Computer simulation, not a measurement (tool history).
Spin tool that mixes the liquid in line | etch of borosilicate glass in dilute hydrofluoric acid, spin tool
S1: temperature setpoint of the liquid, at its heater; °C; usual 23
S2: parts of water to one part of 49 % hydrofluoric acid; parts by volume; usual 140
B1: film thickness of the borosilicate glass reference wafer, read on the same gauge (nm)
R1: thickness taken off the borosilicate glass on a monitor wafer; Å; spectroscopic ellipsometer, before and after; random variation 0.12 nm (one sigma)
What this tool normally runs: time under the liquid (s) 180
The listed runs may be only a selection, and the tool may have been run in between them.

{"run": 1, "day": 0.0, "S1": 26.5, "S2": 140, "time under the liquid (s)": 180, "B1": 99.99, "R1": 285.1}
{"run": 2, "day": 2.921, "S1": 26.5, "S2": 140, "time under the liquid (s)": 180, "B1": 100.01, "R1": 284.1}
{"run": 3, "day": 5.812, "S1": 26.5, "S2": 140, "time under the liquid (s)": 180, "B1": 99.97, "R1": 284.9}
{"run": 4, "day": 8.604, "S1": 23, "S2": 140, "time under the liquid (s)": 180, "B1": 100, "R1": 249}
{"run": 5, "day": 11.008, "S1": 23, "S2": 140, "time under the liquid (s)": 180, "B1": 100.01, "R1": 248.2}
{"run": 6, "day": 13.358, "S1": 23, "S2": 140, "time under the liquid (s)": 95, "B1": 100.03, "R1": 130.9}
{"run": 7, "day": 15.067, "S1": 23, "S2": 140, "time under the liquid (s)": 95, "B1": 100.05, "R1": 129.3}
{"run": 8, "day": 16.496, "S1": 23, "S2": 140, "time under the liquid (s)": 95, "B1": 99.99, "R1": 130.7}
{"run": 9, "day": 17.996, "S1": 23, "S2": 140, "time under the liquid (s)": 180, "B1": 100.01, "R1": 250.4}
{"run": 10, "day": 21.846, "S1": 23, "S2": 140, "time under the liquid (s)": 180, "B1": 99.99, "R1": 246.1}
{"run": 11, "day": 23.95, "S1": 23, "S2": 140, "time under the liquid (s)": 180, "B1": 99.97, "R1": 245.8}
{"day": 24.433, "done": "thermometer replaced"}
{"run": 12, "day": 25.112, "S1": 23, "S2": 140, "time under the liquid (s)": 180, "B1": 99.98, "R1": 246.5}
{"run": 13, "day": 26.479, "S1": 23, "S2": 140, "time under the liquid (s)": 180, "B1": 99.97, "R1": 249.3}
{"run": 14, "day": 28.612, "S1": 23, "S2": 210, "time under the liquid (s)": 110, "B1": 99.98, "R1": 94.4}
{"run": 15, "day": 29.788, "S1": 20, "S2": 185, "time under the liquid (s)": 115, "B1": 100.01, "R1": 102.1}
{"run": 16, "day": 31.062, "S1": 20.5, "S2": 120, "time under the liquid (s)": 180, "B1": 99.97, "R1": 267.9}
{"run": 17, "day": 34.054, "S1": 20, "S2": 185, "time under the liquid (s)": 115, "B1": 99.97, "R1": 100.7}
{"run": 18, "day": 36.246, "S1": 23, "S2": 140, "time under the liquid (s)": 180, "B1": 100.04, "R1": 249.1}
{"day": 38.008, "done": "hydrofluoric acid flow meter replaced"}
{"run": 19, "day": 38.142, "S1": 26.5, "S2": 180, "time under the liquid (s)": 210, "B1": 100, "R1": 245.1}
{"run": 20, "day": 40.125, "S1": 23, "S2": 140, "time under the liquid (s)": 180, "B1": 100.01, "R1": 248.1}
{"run": 21, "day": 41.492, "S1": 23, "S2": 140, "time under the liquid (s)": 180, "B1": 99.98, "R1": 247.4}
{"run": 22, "day": 44.25, "S1": 21.5, "S2": 205, "time under the liquid (s)": 250, "B1": 100.02, "R1": 205.8}
{"run": 23, "day": 45.808, "S1": 21.5, "S2": 140, "time under the liquid (s)": 180, "B1": 100.02, "R1": 234.9}
{"run": 24, "day": 47.0, "S1": 23, "S2": 140, "time under the liquid (s)": 180, "B1": 100, "R1": 247.3}
{"day": 47.75, "done": "gauge calibrated"}
{"run": 25, "day": 48.862, "S1": 23, "S2": 105, "time under the liquid (s)": 115, "B1": 100.01, "R1": 220.7}
{"run": 26, "day": 51.054, "S1": 24.5, "S2": 200, "time under the liquid (s)": 180, "B1": 100.01, "R1": 172.2}
{"run": 27, "day": 52.546, "S1": 24.5, "S2": 155, "time under the liquid (s)": 180, "B1": 99.99, "R1": 231.5}
{"run": 28, "day": 55.246, "S1": 23, "S2": 105, "time under the liquid (s)": 270, "B1": 100.02, "R1": 515.5}
{"run": 29, "day": 56.304, "S1": 26, "S2": 175, "time under the liquid (s)": 180, "B1": 100.07, "R1": 212.6}
{"run": 30, "day": 58.821, "S1": 23, "S2": 140, "time under the liquid (s)": 180, "B1": 100.01, "R1": 247.7}
{"run": 31, "day": 61.738, "S1": 23, "S2": 120, "time under the liquid (s)": 180, "B1": 100.01, "R1": 298}
{"run": 32, "day": 64.525, "S1": 23, "S2": 115, "time under the liquid (s)": 180, "B1": 99.99, "R1": 309.4}

For each run, what was the tool's unlogged condition?
liquid hotter than its thermometer reads (K): 0 in every run
hydrofluoric acid flow above the setpoint (%): 0 in every run
gauge reads high (%): 0 in every run
